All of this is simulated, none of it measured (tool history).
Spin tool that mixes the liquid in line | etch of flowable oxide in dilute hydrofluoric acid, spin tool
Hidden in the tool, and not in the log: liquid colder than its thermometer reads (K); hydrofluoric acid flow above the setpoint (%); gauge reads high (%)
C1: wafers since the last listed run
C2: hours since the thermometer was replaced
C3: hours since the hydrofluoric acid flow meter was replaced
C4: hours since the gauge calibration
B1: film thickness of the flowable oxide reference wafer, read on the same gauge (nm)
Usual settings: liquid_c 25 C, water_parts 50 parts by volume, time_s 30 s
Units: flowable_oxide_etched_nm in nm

run 1 hour=0 | liquid_c=25 water_parts=55 time_s=25 | C1=0 C2=1921.1 C3=981.6 C4=32.5 | B1=109.99 | flowable_oxide_etched_nm=22.43
run 2 hour=49 | liquid_c=25 water_parts=55 time_s=25 | C1=788 C2=1970.1 C3=1030.6 C4=81.5 | B1=110 | flowable_oxide_etched_nm=22.43
run 3 hour=66 | liquid_c=25 water_parts=55 time_s=25 | C1=273 C2=1987.1 C3=1047.6 C4=98.5 | B1=109.96 | flowable_oxide_etched_nm=22.52
run 4 hour=77.2 | liquid_c=21.5 water_parts=50 time_s=30 | C1=180 C2=1998.3 C3=1058.8 C4=109.7 | B1=109.97 | flowable_oxide_etched_nm=25.97
run 5 hour=88.2 | liquid_c=25 water_parts=50 time_s=40 | C1=176 C2=2009.3 C3=1069.8 C4=120.7 | B1=110.01 | flowable_oxide_etched_nm=39.59
run 6 hour=102.6 | liquid_c=25 water_parts=50 time_s=40 | C1=231 C2=2023.7 C3=1084.2 C4=135.1 | B1=109.97 | flowable_oxide_etched_nm=39.6
run 7 hour=113.1 | liquid_c=25 water_parts=50 time_s=30 | C1=168 C2=2034.2 C3=1094.7 C4=145.6 | B1=110.01 | flowable_oxide_etched_nm=29.88
run 8 hour=129.1 | liquid_c=25 water_parts=50 time_s=30 | C1=257 C2=2050.2 C3=1110.7 C4=161.6 | B1=110.04 | flowable_oxide_etched_nm=29.99
-- hour=134.4 thermometer replaced
run 9 hour=139.7 | liquid_c=25 water_parts=50 time_s=30 | C1=154 C2=5.3 C3=1121.3 C4=172.2 | B1=110 | flowable_oxide_etched_nm=29.76
run 10 hour=149.8 | liquid_c=25 water_parts=50 time_s=30 | C1=162 C2=15.4 C3=1131.4 C4=182.3 | B1=110.06 | flowable_oxide_etched_nm=29.82
-- hour=156 gauge calibrated
run 11 hour=156 | liquid_c=25 water_parts=50 time_s=30 | C1=99 C2=21.6 C3=1137.6 C4=0 | B1=110.02 | flowable_oxide_etched_nm=29.72
run 12 hour=171.2 | liquid_c=20.5 water_parts=50 time_s=25 | C1=244 C2=36.8 C3=1152.8 C4=15.2 | B1=109.99 | flowable_oxide_etched_nm=20.51
-- hour=176.2 hydrofluoric acid flow meter replaced
run 13 hour=188.5 | liquid_c=25 water_parts=50 time_s=30 | C1=262 C2=54.1 C3=12.3 C4=32.5 | B1=110.02 | flowable_oxide_etched_nm=29.97
run 14 hour=203.3 | liquid_c=20.5 water_parts=50 time_s=35 | C1=238 C2=68.9 C3=27.1 C4=47.3 | B1=109.98 | flowable_oxide_etched_nm=28.81
run 15 hour=215 | liquid_c=25 water_parts=55 time_s=20 | C1=188 C2=80.6 C3=38.8 C4=59 | B1=109.94 | flowable_oxide_etched_nm=18
run 16 hour=222.6 | liquid_c=25 water_parts=50 time_s=30 | C1=122 C2=88.2 C3=46.4 C4=66.6 | B1=110.01 | flowable_oxide_etched_nm=29.68
run 17 hour=238.7 | liquid_c=22.5 water_parts=50 time_s=20 | C1=258 C2=104.3 C3=62.5 C4=82.7 | B1=110.04 | flowable_oxide_etched_nm=17.76
run 18 hour=246.1 | liquid_c=21 water_parts=50 time_s=15 | C1=119 C2=111.7 C3=69.9 C4=90.1 | B1=110 | flowable_oxide_etched_nm=12.52
run 19 hour=256.7 | liquid_c=25 water_parts=40 time_s=30 | C1=170 C2=122.3 C3=80.5 C4=100.7 | B1=110.05 | flowable_oxide_etched_nm=38.14
run 20 hour=266.2 | liquid_c=27 water_parts=50 time_s=45 | C1=152 C2=131.8 C3=90 C4=110.2 | B1=110.04 | flowable_oxide_etched_nm=48.37
run 21 hour=281.7 | liquid_c=22 water_parts=50 time_s=20 | C1=249 C2=147.3 C3=105.5 C4=125.7 | B1=110.01 | flowable_oxide_etched_nm=17.46
run 22 hour=294 | liquid_c=25 water_parts=50 time_s=30 | C1=197 C2=159.6 C3=117.8 C4=138 | B1=109.99 | flowable_oxide_etched_nm=29.8

5 ways to go on from here, each from the tool as it stands after run 22. What would each give?
run A hour=294.4 | liquid_c=25 water_parts=50 time_s=30 | C1=6 C2=160 C3=118.2 C4=138.4 | B1=? | flowable_oxide_etched_nm=?
run B hour=294.4 | liquid_c=25 water_parts=30 time_s=30 | C1=6 C2=160 C3=118.2 C4=138.4 | B1=? | flowable_oxide_etched_nm=?
run C hour=294.4 | liquid_c=25 water_parts=35 time_s=30 | C1=6 C2=160 C3=118.2 C4=138.4 | B1=? | flowable_oxide_etched_nm=?
run D hour=294.4 | liquid_c=29 water_parts=35 time_s=35 | C1=6 C2=160 C3=118.2 C4=138.4 | B1=? | flowable_oxide_etched_nm=?
run E hour=294.4 | liquid_c=28.5 water_parts=50 time_s=30 | C1=6 C2=160 C3=118.2 C4=138.4 | B1=? | flowable_oxide_etched_nm=?

run=A B1=110.04 flowable_oxide_etched_nm=29.58
run=B B1=110.04 flowable_oxide_etched_nm=50.67
run=C B1=110.04 flowable_oxide_etched_nm=43.13
run=D B1=110.04 flowable_oxide_etched_nm=59.22
run=E B1=110.04 flowable_oxide_etched_nm=34.05
Without the tool's hidden state the same runs would have given:
run=A flowable_oxide_etched_nm=29.58
run=B flowable_oxide_etched_nm=50.67
run=C flowable_oxide_etched_nm=43.13
run=D flowable_oxide_etched_nm=59.22
run=E flowable_oxide_etched_nm=34.05

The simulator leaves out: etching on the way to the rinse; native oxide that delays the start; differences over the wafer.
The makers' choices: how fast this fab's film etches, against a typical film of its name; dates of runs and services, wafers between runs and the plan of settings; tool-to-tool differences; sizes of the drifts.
